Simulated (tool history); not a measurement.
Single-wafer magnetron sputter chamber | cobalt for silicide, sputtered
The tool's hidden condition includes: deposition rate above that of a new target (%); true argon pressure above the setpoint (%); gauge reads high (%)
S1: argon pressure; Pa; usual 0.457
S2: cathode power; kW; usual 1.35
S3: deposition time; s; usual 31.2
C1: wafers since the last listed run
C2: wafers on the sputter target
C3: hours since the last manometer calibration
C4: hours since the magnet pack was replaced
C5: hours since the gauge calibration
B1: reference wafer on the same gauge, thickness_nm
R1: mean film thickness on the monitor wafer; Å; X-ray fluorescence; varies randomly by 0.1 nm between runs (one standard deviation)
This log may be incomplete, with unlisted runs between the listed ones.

run    hour     S1    S2    S3    C1    C2      C3      C4      C5      B1      R1
  1       0  0.457  1.35  31.2     0  1540   790.5  6120.3   536.3  22.096  202.77
  2    58.6  0.457  1.35  31.2  1253  2793   849.1  6178.9   594.9  22.118  202.64
  3   107.4  0.374  1.35  31.2  1043  3837   897.9  6227.7   643.7  22.119   205.6
  4   151.2  0.374  1.35  31.2   936  4774   941.7  6271.5   687.5  22.096  206.08
  5   219.3  0.374  1.35  31.2  1456  6231  1009.8  6339.6   755.6  22.115  205.59
      267.5  -- sputter target and shields replaced
  6   274.4  0.457  1.35  27.5  1007   147  1064.9  6394.7   810.7  22.089  179.01
  7   305.1  0.457  1.35  31.2   656   804  1095.6  6425.4   841.4  22.113  202.89
  8   360.4  0.457  1.35  31.2  1182  1987  1150.9  6480.7   896.7    22.1  203.37
  9   423.4  0.457  1.35  31.2  1347  3334  1213.9  6543.7   959.7  22.089   202.6
 10   461.1  0.457  1.35  31.2   806  4140  1251.6  6581.4   997.4   22.09  202.32
 11   497.6  0.457  1.35  31.2   780  4921  1288.1  6617.9  1033.9  22.096  201.24
 12   561.2  0.457  1.45  31.2  1360  6281  1351.7  6681.5  1097.5  22.106  207.51
      621.6  -- gauge calibrated
        627  -- sputter target and shields replaced
 13   632.6  0.457  1.45  31.2  1355   120  1423.1  6752.9      11  22.108  213.02
 14   688.2  0.457  1.35  26.1  1189  1309  1478.7  6808.5    66.6  22.106  169.28
      699.5  -- capacitance manometer re-zeroed and calibrated
      709.1  -- magnet pack replaced, of another model than before
 15     743  0.602  1.55  31.2   829  2139    43.5    33.9   121.4  22.089  211.22
 16     803  0.457  1.65  34.5  1283  3422   103.5    93.9   181.4  22.114  253.95
 17   846.3  0.457  1.35  31.2   926  4348   146.8   137.2   224.7  22.099  203.25
 18   875.7  0.457  1.35  31.2   628  4977   176.2   166.6   254.1  22.104  198.93
 19   957.8  0.457  1.35  31.2  1755  6733   258.3   248.7   336.2  22.103  197.03
 20   986.5   0.54  1.65    33   613  7347     287   277.4   364.9  22.094  232.11
     1028.4  -- sputter target and shields replaced
 21  1028.9  0.572   1.6  27.1   735     9   329.4   319.8   407.3  22.105  188.66
 22  1087.5  0.457   1.2  25.3  1253  1262     388   378.4   465.9  22.091  150.38
 23  1119.7  0.457  1.35  33.7   688  1951   420.2   410.6   498.1  22.101  218.54
 24  1150.2  0.457  1.35  31.2   652  2604   450.7   441.1   528.6  22.103  200.58
 25  1190.1   0.29  1.35    35   853  3457   490.6     481   568.5   22.12  240.76
 26  1216.9   0.33  1.25  31.2   573  4030   517.4   507.8   595.3  22.108  200.39

4 options for the next run, each taken on its own from the tool as it stands now. Forecast them:
  A  1217.3  0.457   1.1  31.2   8  4039  517.8  508.2  595.7   ?   ?
  B  1217.3  0.546  1.65  33.9   8  4039  517.8  508.2  595.7   ?   ?
  C  1217.3  0.457   1.5  35.7   8  4039  517.8  508.2  595.7   ?   ?
  D  1217.3  0.358  1.55  36.8   8  4039  517.8  508.2  595.7   ?   ?

run      B1      R1
  A  22.091  177.44
  B  22.091  241.99
  C  22.091  246.85
  D  22.091  269.85
Take away the tool's hidden state, keep each run's random variation, and the runs would have read:
run      R1
  A  179.35
  B  244.58
  C   249.5
  D  272.74
